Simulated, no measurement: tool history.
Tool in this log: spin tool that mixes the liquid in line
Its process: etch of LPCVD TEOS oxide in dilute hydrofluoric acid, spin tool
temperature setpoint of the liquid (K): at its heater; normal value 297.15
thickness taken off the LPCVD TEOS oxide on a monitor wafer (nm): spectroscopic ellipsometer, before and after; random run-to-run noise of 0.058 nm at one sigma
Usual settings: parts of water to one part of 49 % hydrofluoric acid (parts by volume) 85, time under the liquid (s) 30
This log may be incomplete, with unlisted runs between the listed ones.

run,hour,temperature setpoint of the liquid (K),parts of water to one part of 49 % hydrofluoric acid (parts by volume),time under the liquid (s),wafers since the last listed run,hours since the thermometer was replaced,hours since the hydrofluoric acid flow meter was replaced,hours since the gauge calibration,"read-back film thickness of the LPCVD TEOS oxide reference wafer, read on the same gauge (nm)",thickness taken off the LPCVD TEOS oxide on a monitor wafer (nm)
1,0.0,297.15,110,30,0,1785.6,118.4,218.9,70.00,11.52
2,27.4,297.15,110,30,385,1813.0,145.8,246.3,70.01,11.56
3,76.9,297.15,100,30,696,1862.5,195.3,295.8,70.02,12.99
4,109.9,297.15,100,30,464,1895.5,228.3,328.8,70.03,12.98
5,143.2,297.15,100,30,468,1928.8,261.6,362.1,70.02,13.06
6,196.8,297.15,85,30,754,1982.4,315.2,415.7,70.01,15.67
7,248.9,297.15,85,30,733,2034.5,367.3,467.8,70.01,15.56
8,300.5,297.15,85,30,726,2086.1,418.9,519.4,70.02,15.82
9,365.0,299.15,85,30,907,2150.6,483.4,583.9,69.96,17.16
10,403.1,297.15,85,30,536,2188.7,521.5,622.0,70.00,15.94
11,469.8,297.15,85,30,938,2255.4,588.2,688.7,69.98,15.99
12,500.5,297.15,85,30,432,2286.1,618.9,719.4,70.00,16.04
# hour 501.7: thermometer replaced
13,540.3,297.15,60,30,546,38.6,658.7,759.2,70.02,22.77
14,593.8,297.15,60,30,753,92.1,712.2,812.7,69.98,22.91
15,654.9,297.15,85,30,860,153.2,773.3,873.8,70.00,15.68
16,718.3,297.15,85,30,892,216.6,836.7,937.2,70.00,15.84
17,742.6,297.15,85,30,342,240.9,861.0,961.5,70.00,15.77
18,778.4,294.65,50,50,503,276.7,896.8,997.3,70.01,42.09
# hour 803.9: hydrofluoric acid flow meter replaced
19,805.7,295.65,110,15,370,304.0,1.8,1024.6,70.02,5.29
20,835.5,302.15,105,45,419,333.8,31.6,1054.4,70.00,21.54
21,895.3,294.15,50,40,841,393.6,91.4,1114.2,70.01,31.55
22,962.3,293.65,55,15,943,460.6,158.4,1181.2,70.00,10.49
23,1025.4,297.15,120,45,888,523.7,221.5,1244.3,70.03,15.57
# hour 1027.2: gauge calibrated
24,1079.4,300.15,110,45,760,577.7,275.5,52.2,70.01,19.31
25,1112.1,297.15,85,30,460,610.4,308.2,84.9,70.00,15.32
26,1177.2,297.15,85,15,916,675.5,373.3,150.0,70.01,7.77
27,1215.4,297.15,100,30,537,713.7,411.5,188.2,69.98,12.88
28,1384.7,297.15,85,30,2383,883.0,580.8,357.5,69.98,15.64
29,1426.7,297.15,85,30,591,925.0,622.8,399.5,70.01,15.58
30,1491.5,297.15,95,30,912,989.8,687.6,464.3,70.02,13.83
31,1563.2,297.15,85,40,1009,1061.5,759.3,536.0,69.96,21.15
32,1593.4,294.65,85,40,425,1091.7,789.5,566.2,69.96,19.10
# hour 1651.9: hydrofluoric acid flow meter replaced
33,1652.4,293.65,75,30,816,1150.7,0.5,625.2,70.00,15.07

Alternative continuations, all from the tool just after run 33; predict every row:
A,1652.8,297.15,105,30,5,1151.1,0.9,625.6,?,?
B,1652.8,294.15,60,35,5,1151.1,0.9,625.6,?,?
C,1652.8,298.65,55,30,5,1151.1,0.9,625.6,?,?
D,1652.8,297.15,60,15,5,1151.1,0.9,625.6,?,?

run,"read-back film thickness of the LPCVD TEOS oxide reference wafer, read on the same gauge (nm)",thickness taken off the LPCVD TEOS oxide on a monitor wafer (nm)
A,70.03,12.01
B,70.03,22.94
C,70.03,25.97
D,70.03,11.13
The same runs, with their run-to-run variation unchanged, on a tool lacking any hidden condition would have given:
run,thickness taken off the LPCVD TEOS oxide on a monitor wafer (nm)
A,11.82
B,22.56
C,25.56
D,10.95

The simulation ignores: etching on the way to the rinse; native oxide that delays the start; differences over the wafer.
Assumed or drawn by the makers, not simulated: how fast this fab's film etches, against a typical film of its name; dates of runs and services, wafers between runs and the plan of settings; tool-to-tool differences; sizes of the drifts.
